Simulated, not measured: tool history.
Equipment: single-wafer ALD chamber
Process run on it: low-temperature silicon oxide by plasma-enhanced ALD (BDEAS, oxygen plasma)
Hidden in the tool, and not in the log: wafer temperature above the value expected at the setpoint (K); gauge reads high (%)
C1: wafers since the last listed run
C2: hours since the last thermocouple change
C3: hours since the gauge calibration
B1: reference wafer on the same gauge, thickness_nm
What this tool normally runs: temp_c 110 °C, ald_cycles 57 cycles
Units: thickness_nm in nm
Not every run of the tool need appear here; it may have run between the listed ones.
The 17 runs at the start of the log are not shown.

At hour 229.6: gauge calibrated.
Run 18, hour 240.3: usual settings; C1 33; C2 11.6; C3 10.7; B1 7.674. Result: thickness_nm 7.957 nm.
Run 19, hour 251.7: usual settings; C1 35; C2 23.0; C3 22.1; B1 7.686. Result: thickness_nm 8.013 nm.
Run 20, hour 268.7: usual settings; C1 52; C2 40.0; C3 39.1; B1 7.678. Result: thickness_nm 7.973 nm.
Run 21, hour 281.2: usual settings but ald_cycles 65 cycles; C1 38; C2 52.5; C3 51.6; B1 7.677. Result: thickness_nm 9.155 nm.
Run 22, hour 297.2: usual settings but ald_cycles 52 cycles; C1 49; C2 68.5; C3 67.6; B1 7.677. Result: thickness_nm 7.271 nm.
Run 23, hour 312.9: usual settings but temp_c 100 °C, ald_cycles 52 cycles; C1 48; C2 84.2; C3 83.3; B1 7.680. Result: thickness_nm 7.431 nm.
Run 24, hour 322.5: usual settings but temp_c 115 °C, ald_cycles 53 cycles; C1 29; C2 93.8; C3 92.9; B1 7.685. Result: thickness_nm 7.371 nm.
Run 25, hour 332.6: usual settings but temp_c 95 °C, ald_cycles 48 cycles; C1 31; C2 103.9; C3 103.0; B1 7.677. Result: thickness_nm 7.000 nm.
Run 26, hour 346.8: usual settings; C1 43; C2 118.1; C3 117.2; B1 7.690. Result: thickness_nm 7.968 nm.
Run 27, hour 363.6: usual settings; C1 51; C2 134.9; C3 134.0; B1 7.686. Result: thickness_nm 8.045 nm.
Run 28, hour 374.2: usual settings but temp_c 99 °C; C1 32; C2 145.5; C3 144.6; B1 7.679. Result: thickness_nm 8.193 nm.
Run 29, hour 394.9: usual settings but temp_c 102 °C, ald_cycles 62 cycles; C1 63; C2 166.2; C3 165.3; B1 7.678. Result: thickness_nm 8.818 nm.
Run 30, hour 411.8: usual settings but temp_c 117 °C, ald_cycles 46 cycles; C1 51; C2 183.1; C3 182.2; B1 7.667. Result: thickness_nm 6.320 nm.
Run 31, hour 429.0: usual settings but temp_c 115 °C, ald_cycles 66 cycles; C1 52; C2 200.3; C3 199.4; B1 7.688. Result: thickness_nm 9.165 nm.
Run 32, hour 444.0: usual settings but temp_c 117 °C, ald_cycles 67 cycles; C1 46; C2 215.3; C3 214.4; B1 7.685. Result: thickness_nm 9.266 nm.
Run 33, hour 457.8: usual settings but temp_c 118 °C, ald_cycles 65 cycles; C1 42; C2 229.1; C3 228.2; B1 7.682. Result: thickness_nm 8.971 nm.
Run 34, hour 475.2: usual settings but temp_c 120 °C, ald_cycles 62 cycles; C1 53; C2 246.5; C3 245.6; B1 7.682. Result: thickness_nm 8.504 nm.
Run 35, hour 486.3: usual settings but temp_c 120 °C, ald_cycles 48 cycles; C1 34; C2 257.6; C3 256.7; B1 7.669. Result: thickness_nm 6.571 nm.
Run 36, hour 494.9: usual settings but temp_c 104 °C, ald_cycles 66 cycles; C1 26; C2 266.2; C3 265.3; B1 7.677. Result: thickness_nm 9.349 nm.
Run 37, hour 505.1: usual settings; C1 31; C2 276.4; C3 275.5; B1 7.679. Result: thickness_nm 7.994 nm.
Run 38, hour 521.2: usual settings but temp_c 120 °C, ald_cycles 51 cycles; C1 49; C2 292.5; C3 291.6; B1 7.679. Result: thickness_nm 6.999 nm.
Run 39, hour 529.7: usual settings but ald_cycles 49 cycles; C1 26; C2 301.0; C3 300.1; B1 7.683. Result: thickness_nm 6.850 nm.
Run 40, hour 540.2: usual settings but temp_c 102 °C, ald_cycles 61 cycles; C1 32; C2 311.5; C3 310.6; B1 7.681. Result: thickness_nm 8.710 nm.
Run 41, hour 554.9: usual settings; C1 45; C2 326.2; C3 325.3; B1 7.675. Result: thickness_nm 8.023 nm.
Run 42, hour 574.6: usual settings but ald_cycles 66 cycles; C1 60; C2 345.9; C3 345.0; B1 7.680. Result: thickness_nm 9.232 nm.

Branching from run 42: 4 alternative next runs. What would each branch give?
Run A, hour 575.1: usual settings but ald_cycles 61 cycles; C1 1; C2 346.4; C3 345.5; B1 ?. Result: thickness_nm ?.
Run B, hour 575.1: usual settings but temp_c 116 °C, ald_cycles 48 cycles; C1 1; C2 346.4; C3 345.5; B1 ?. Result: thickness_nm ?.
Run C, hour 575.1: usual settings but ald_cycles 53 cycles; C1 1; C2 346.4; C3 345.5; B1 ?. Result: thickness_nm ?.
Run D, hour 575.1: usual settings but temp_c 116 °C, ald_cycles 67 cycles; C1 1; C2 346.4; C3 345.5; B1 ?. Result: thickness_nm ?.

run     B1  thickness_nm
  A  7.682         8.528
  B  7.682         6.626
  C  7.682         7.409
  D  7.682         9.249
Stripped of hidden state, with their random variation kept, the same runs would have yielded:
run  thickness_nm
  A         8.528
  B         6.626
  C         7.409
  D         9.249
